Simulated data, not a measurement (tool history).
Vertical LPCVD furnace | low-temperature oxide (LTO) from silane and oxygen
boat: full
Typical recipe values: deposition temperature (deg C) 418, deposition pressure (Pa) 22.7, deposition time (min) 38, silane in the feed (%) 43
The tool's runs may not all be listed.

run,hour,deposition temperature (deg C),deposition pressure (Pa),deposition time (min),silane in the feed (%),wafers since the last listed run,hours since the last temperature calibration,hours since the pressure gauge was zeroed,hours since the silane flow controller was replaced,hours since the gauge calibration,"read-back reference wafer on the same gauge, thickness",film thickness on the monitor wafer in the middle of the boat (Å)
1,0,418,22.7,38,43,0,1974.5,3864.6,5861.5,416.9,351.71,3883.9
2,17.5,418,22.7,38,43,375,1992,3882.1,5879,434.4,351.81,3872.8
3,24.6,418,22.7,38,43,152,1999.1,3889.2,5886.1,441.5,351.92,3870.4
# hour 52.6: silane flow controller replaced
4,53.1,418,22.7,38,43,96,2027.6,3917.7,0.5,470,352.33,3865.9
5,56.9,418,22.7,38,43,81,2031.4,3921.5,4.3,473.8,351.89,3870.3
6,60.7,418,22.7,38,43,81,2035.2,3925.3,8.1,477.6,351.99,3882.4
7,64.4,418,22.7,38,43,79,2038.9,3929,11.8,481.3,352.12,3875.8
8,77.8,418,22.7,38,43,287,2052.3,3942.4,25.2,494.7,352.02,3869.9
# hour 105.9: thermocouples replaced and temperature profile calibrated
9,106.4,418,22.7,28,43,98,0.5,3971,53.8,523.3,352.04,2915.3
10,110.1,418,20,38,38,79,4.2,3974.7,57.5,527,352.03,3046.3
11,113.9,418,22.7,38,43,81,8,3978.5,61.3,530.8,352.06,3950.2
12,117.7,418,26.7,23,43,81,11.8,3982.3,65.1,534.6,351.98,2810.8
13,121.5,422,22.7,48,43,81,15.6,3986.1,68.9,538.4,352.15,5188.1
14,131.9,418,22.7,38,43,222,26,3996.5,79.3,548.8,352.08,3955.7
15,149.7,418,22.7,38,43,381,43.8,4014.3,97.1,566.6,351.98,3955.6
16,164.9,418,22.7,38,43,325,59,4029.5,112.3,581.8,352.17,3969
17,177.5,423,22.7,38,43,270,71.6,4042.1,124.9,594.4,352.05,4172.9
# hour 177.8: gauge calibrated
# hour 211.5: thermocouples replaced and temperature profile calibrated, repeated, since the last time left the tool worse
18,212,418,22.7,38,43,225,0.5,4076.6,159.4,34.2,351.86,3773.3
19,215.8,418,22.7,28,43,81,4.3,4080.4,163.2,38,351.8,2792.8
20,219.6,418,22.7,34,43,81,8.1,4084.2,167,41.8,352.08,3385.6
21,224.3,418,24,38,40,100,12.8,4088.9,171.7,46.5,351.62,3710.2
# hour 255.6: pressure gauge zeroed
22,256.1,418,22.7,38,43,167,44.6,0.5,203.5,78.3,352.14,3790
23,259.9,418,22.7,32,43,81,48.4,4.3,207.3,82.1,351.94,3178.4
24,263.6,418,25.3,38,40,79,52.1,8,211,85.8,352.03,3919.9
25,313.9,425,22.7,51.5,43,1078,102.4,58.3,261.3,136.1,352.21,5509.3
26,323.8,408,17.3,25,36,212,112.3,68.2,271.2,146,351.95,1393.6
27,338,418,24,24.5,48,304,126.5,82.4,285.4,160.2,351.86,2863.3
28,348.9,418,20.7,38,48,233,137.4,93.3,296.3,171.1,352.15,3830.4
29,358.5,412,22.7,38,39,205,147,102.9,305.9,180.7,352.1,3205.7
30,376.5,424,22.7,48.5,40,385,165,120.9,323.9,198.7,352.04,4769.4

Predict each of these 5 candidate next runs independently; none follows another, all start after run 30:
A,380.4,418,22.7,38,43,83,168.9,124.8,327.8,202.6,?,?
B,380.4,418,24.7,48.5,48,83,168.9,124.8,327.8,202.6,?,?
C,380.4,418,22.7,32.5,43,83,168.9,124.8,327.8,202.6,?,?
D,380.4,418,25.3,38,43,83,168.9,124.8,327.8,202.6,?,?
E,380.4,408,26.7,42.5,38,83,168.9,124.8,327.8,202.6,?,?

run,"read-back reference wafer on the same gauge, thickness",film thickness on the monitor wafer in the middle of the boat (Å)
A,351.93,3797.2
B,351.93,5845.1
C,351.93,3247.6
D,351.93,4243.9
E,351.93,3916.1
The same runs, with their run-to-run variation unchanged, on a tool lacking any hidden condition would have given:
run,film thickness on the monitor wafer in the middle of the boat (Å)
A,3766.1
B,5799.1
C,3221
D,4209.1
E,3881.4
